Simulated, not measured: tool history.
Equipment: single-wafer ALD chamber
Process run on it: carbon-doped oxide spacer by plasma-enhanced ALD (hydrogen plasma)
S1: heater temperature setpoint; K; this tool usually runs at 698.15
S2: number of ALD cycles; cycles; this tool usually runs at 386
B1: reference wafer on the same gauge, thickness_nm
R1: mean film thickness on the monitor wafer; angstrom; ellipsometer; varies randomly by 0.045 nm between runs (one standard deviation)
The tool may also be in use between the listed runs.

run	hour	S1	S2	B1	R1
1	0.0	709.15	386	19.899	175.06
2	14.9	709.15	386	19.898	175.40
3	30.9	698.15	386	19.906	180.58
4	43.4	698.15	426	19.899	199.14
5	49.8	698.15	386	19.902	181.47
6	62.5	698.15	386	19.899	181.36
7	78.9	698.15	386	19.896	180.33
8	94.8	698.15	386	19.896	180.80
9	109.6	698.15	386	19.899	181.44
10	129.2	686.15	386	19.890	188.10
11	137.4	698.15	358	19.904	168.23
12	146.5	698.15	386	19.896	181.30
13	156.6	688.15	328	19.890	158.46
14	167.7	698.15	439	19.907	205.73
15	174.5	710.15	415	19.909	187.63
16	190.0	693.15	367	19.894	174.99
17	206.7	684.15	434	19.899	211.63
18	223.8	685.15	341	19.898	165.78

Withheld: 3 entries from between the runs. Position of each, and hidden state at the listed run before versus the listed run after:
Run 1 -> run 2: gauge calibrated (hour 8.9)
  both runs share identical hidden conditions
Run 9 -> run 10: gauge calibrated (hour 117.3); thermocouple changed; heater temperature recalibrated (hour 128.7)
  both runs share identical hidden conditions
